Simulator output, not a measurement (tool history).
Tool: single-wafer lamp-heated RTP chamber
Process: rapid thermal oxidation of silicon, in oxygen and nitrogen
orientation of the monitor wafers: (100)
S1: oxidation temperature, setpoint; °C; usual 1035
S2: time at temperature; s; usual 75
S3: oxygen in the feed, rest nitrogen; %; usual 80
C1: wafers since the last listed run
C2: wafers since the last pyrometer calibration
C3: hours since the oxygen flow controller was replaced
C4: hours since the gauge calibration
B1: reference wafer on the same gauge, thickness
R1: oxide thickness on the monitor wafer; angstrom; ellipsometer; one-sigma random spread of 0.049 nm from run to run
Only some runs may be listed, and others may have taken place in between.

run,hour,S1,S2,S3,C1,C2,C3,C4,B1,R1
1,0.0,1050,75,80,0,2193,3645.1,839.9,6.856,91.11
2,47.3,1050,75,80,543,2737,3692.4,887.2,6.856,90.09
# hour 58.5: gauge calibrated
3,72.9,1050,75,80,294,3031,3718.0,14.4,6.863,91.07
4,114.1,1035,75,80,473,3505,3759.2,55.6,6.859,81.93
5,183.6,1035,75,80,799,4304,3828.7,125.1,6.875,82.07
6,228.8,1035,75,80,519,4824,3873.9,170.3,6.859,81.94
# hour 245.0: pyrometer window cleaned and pyrometer calibrated
7,293.7,1035,75,71,654,560,3938.8,235.2,6.864,78.66
8,364.0,1035,75,80,808,1368,4009.1,305.5,6.858,82.28
9,423.9,1035,75,80,688,2057,4069.0,365.4,6.857,82.77
# hour 457.4: oxygen flow controller replaced
10,457.9,1035,75,80,298,2356,0.5,399.4,6.864,82.15
11,509.4,1035,75,80,592,2948,52.0,450.9,6.862,82.39
12,542.9,1035,75,80,385,3334,85.5,484.4,6.855,82.16
13,590.2,1035,75,71,543,3877,132.8,531.7,6.845,78.84
14,653.2,1054,48,63,724,4602,195.8,594.7,6.869,70.34
# hour 663.9: pyrometer window cleaned and pyrometer calibrated
15,700.7,1035,75,63,454,423,243.3,642.2,6.866,75.40
16,731.4,1052,75,98,353,776,274.0,672.9,6.860,100.07
# hour 792.4: gauge calibrated
17,799.8,1035,75,80,786,1562,342.4,7.4,6.868,82.38
18,824.0,1035,75,80,278,1841,366.6,31.6,6.865,81.52
19,880.8,1018,99,80,653,2494,423.4,88.4,6.855,81.67
20,915.0,1035,75,80,393,2887,457.6,122.6,6.853,82.17
21,986.1,1035,75,90,817,3705,528.7,193.7,6.857,86.09
22,1013.3,1035,75,80,312,4018,555.9,220.9,6.870,82.56
23,1051.5,1056,75,80,439,4457,594.1,259.1,6.863,95.60
# hour 1101.5: pyrometer window cleaned and pyrometer calibrated
24,1118.6,1022,58,54,679,197,661.2,326.2,6.858,58.66
25,1171.8,1035,101,80,611,808,714.4,379.4,6.853,95.30

Consider 3 possible next runs. They are alternatives, not a sequence: every one starts from the tool as it was left by run 25. What does each give?
A,1172.3,1035,75,80,5,814,714.9,379.9,?,?
B,1172.3,1024,87,70,5,814,714.9,379.9,?,?
C,1172.3,1045,43,64,5,814,714.9,379.9,?,?

run,B1,R1
A,6.855,82.44
B,6.855,77.74
C,6.855,63.89
Take away the tool's hidden state, keep each run's random variation, and the runs would have read:
run,R1
A,82.44
B,77.74
C,63.89
